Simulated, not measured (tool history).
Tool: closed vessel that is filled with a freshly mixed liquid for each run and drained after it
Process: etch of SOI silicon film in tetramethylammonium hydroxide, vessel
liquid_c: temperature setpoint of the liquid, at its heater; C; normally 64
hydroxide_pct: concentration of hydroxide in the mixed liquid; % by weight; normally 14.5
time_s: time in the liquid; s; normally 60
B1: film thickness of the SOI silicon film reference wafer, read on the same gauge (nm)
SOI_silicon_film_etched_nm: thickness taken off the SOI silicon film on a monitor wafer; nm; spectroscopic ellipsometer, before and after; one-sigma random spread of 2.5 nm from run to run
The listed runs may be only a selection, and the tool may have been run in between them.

{"run": 1, "hour": 0.0, "liquid_c": 64, "hydroxide_pct": 14.5, "time_s": 60, "B1": 99.98, "SOI_silicon_film_etched_nm": 271.09}
{"run": 2, "hour": 25.0, "liquid_c": 64, "hydroxide_pct": 14.5, "time_s": 60, "B1": 99.98, "SOI_silicon_film_etched_nm": 274.04}
{"run": 3, "hour": 87.6, "liquid_c": 64, "hydroxide_pct": 14.5, "time_s": 60, "B1": 99.96, "SOI_silicon_film_etched_nm": 274.22}
{"run": 4, "hour": 150.5, "liquid_c": 64, "hydroxide_pct": 14.5, "time_s": 60, "B1": 100, "SOI_silicon_film_etched_nm": 275.01}
{"run": 5, "hour": 177.8, "liquid_c": 64, "hydroxide_pct": 13.5, "time_s": 60, "B1": 100.01, "SOI_silicon_film_etched_nm": 287.46}
{"hour": 204.8, "done": "gauge calibrated"}
{"run": 6, "hour": 263.9, "liquid_c": 64, "hydroxide_pct": 13.5, "time_s": 60, "B1": 100, "SOI_silicon_film_etched_nm": 285.95}
{"run": 7, "hour": 295.8, "liquid_c": 64, "hydroxide_pct": 13.5, "time_s": 60, "B1": 100.01, "SOI_silicon_film_etched_nm": 285.37}
{"run": 8, "hour": 328.1, "liquid_c": 58, "hydroxide_pct": 14.5, "time_s": 60, "B1": 99.95, "SOI_silicon_film_etched_nm": 194.09}
{"run": 9, "hour": 381.7, "liquid_c": 64, "hydroxide_pct": 14.5, "time_s": 60, "B1": 100.04, "SOI_silicon_film_etched_nm": 272.53}
{"run": 10, "hour": 415.8, "liquid_c": 64, "hydroxide_pct": 14.5, "time_s": 60, "B1": 100.01, "SOI_silicon_film_etched_nm": 281.87}
{"run": 11, "hour": 472.0, "liquid_c": 64, "hydroxide_pct": 14.5, "time_s": 60, "B1": 100.01, "SOI_silicon_film_etched_nm": 277.81}
{"run": 12, "hour": 542.7, "liquid_c": 71, "hydroxide_pct": 14.5, "time_s": 60, "B1": 99.99, "SOI_silicon_film_etched_nm": 427.29}
{"hour": 575.2, "done": "hydroxide flow meter replaced"}
{"run": 13, "hour": 606.6, "liquid_c": 64, "hydroxide_pct": 12, "time_s": 45, "B1": 99.99, "SOI_silicon_film_etched_nm": 216.01}
{"hour": 627.6, "done": "thermometer replaced"}
{"run": 14, "hour": 642.0, "liquid_c": 57, "hydroxide_pct": 14.5, "time_s": 40, "B1": 100.05, "SOI_silicon_film_etched_nm": 114.73}
{"run": 15, "hour": 697.7, "liquid_c": 58, "hydroxide_pct": 14.5, "time_s": 60, "B1": 99.99, "SOI_silicon_film_etched_nm": 183.72}
{"run": 16, "hour": 746.3, "liquid_c": 64, "hydroxide_pct": 11.5, "time_s": 60, "B1": 100, "SOI_silicon_film_etched_nm": 297.74}
{"run": 17, "hour": 783.8, "liquid_c": 64, "hydroxide_pct": 14.5, "time_s": 60, "B1": 99.99, "SOI_silicon_film_etched_nm": 269.73}
{"hour": 795.2, "done": "gauge calibrated"}
{"run": 18, "hour": 833.0, "liquid_c": 64, "hydroxide_pct": 11.5, "time_s": 60, "B1": 100, "SOI_silicon_film_etched_nm": 299.66}
{"run": 19, "hour": 864.3, "liquid_c": 61, "hydroxide_pct": 14.5, "time_s": 30, "B1": 99.98, "SOI_silicon_film_etched_nm": 111.84}
{"run": 20, "hour": 922.4, "liquid_c": 69, "hydroxide_pct": 16, "time_s": 45, "B1": 99.95, "SOI_silicon_film_etched_nm": 260.91}
{"run": 21, "hour": 972.9, "liquid_c": 68, "hydroxide_pct": 18.5, "time_s": 75, "B1": 100, "SOI_silicon_film_etched_nm": 389.19}
{"run": 22, "hour": 1011.7, "liquid_c": 60.5, "hydroxide_pct": 10, "time_s": 30, "B1": 100, "SOI_silicon_film_etched_nm": 128.6}

What if the next run were any one of these 3? Each begins from the tool's condition after run 22:
{"run": "A", "hour": 1012.4, "liquid_c": 64, "hydroxide_pct": 14.5, "time_s": 60, "B1": "?", "SOI_silicon_film_etched_nm": "?"}
{"run": "B", "hour": 1012.4, "liquid_c": 64, "hydroxide_pct": 17, "time_s": 60, "B1": "?", "SOI_silicon_film_etched_nm": "?"}
{"run": "C", "hour": 1012.4, "liquid_c": 58, "hydroxide_pct": 12.5, "time_s": 75, "B1": "?", "SOI_silicon_film_etched_nm": "?"}

run=A B1=99.99 SOI_silicon_film_etched_nm=272.96
run=B B1=99.99 SOI_silicon_film_etched_nm=254.4
run=C B1=99.99 SOI_silicon_film_etched_nm=251.07
Had the tool no hidden state, the same runs would have come out as:
run=A SOI_silicon_film_etched_nm=265.12
run=B SOI_silicon_film_etched_nm=249.26
run=C SOI_silicon_film_etched_nm=245.25

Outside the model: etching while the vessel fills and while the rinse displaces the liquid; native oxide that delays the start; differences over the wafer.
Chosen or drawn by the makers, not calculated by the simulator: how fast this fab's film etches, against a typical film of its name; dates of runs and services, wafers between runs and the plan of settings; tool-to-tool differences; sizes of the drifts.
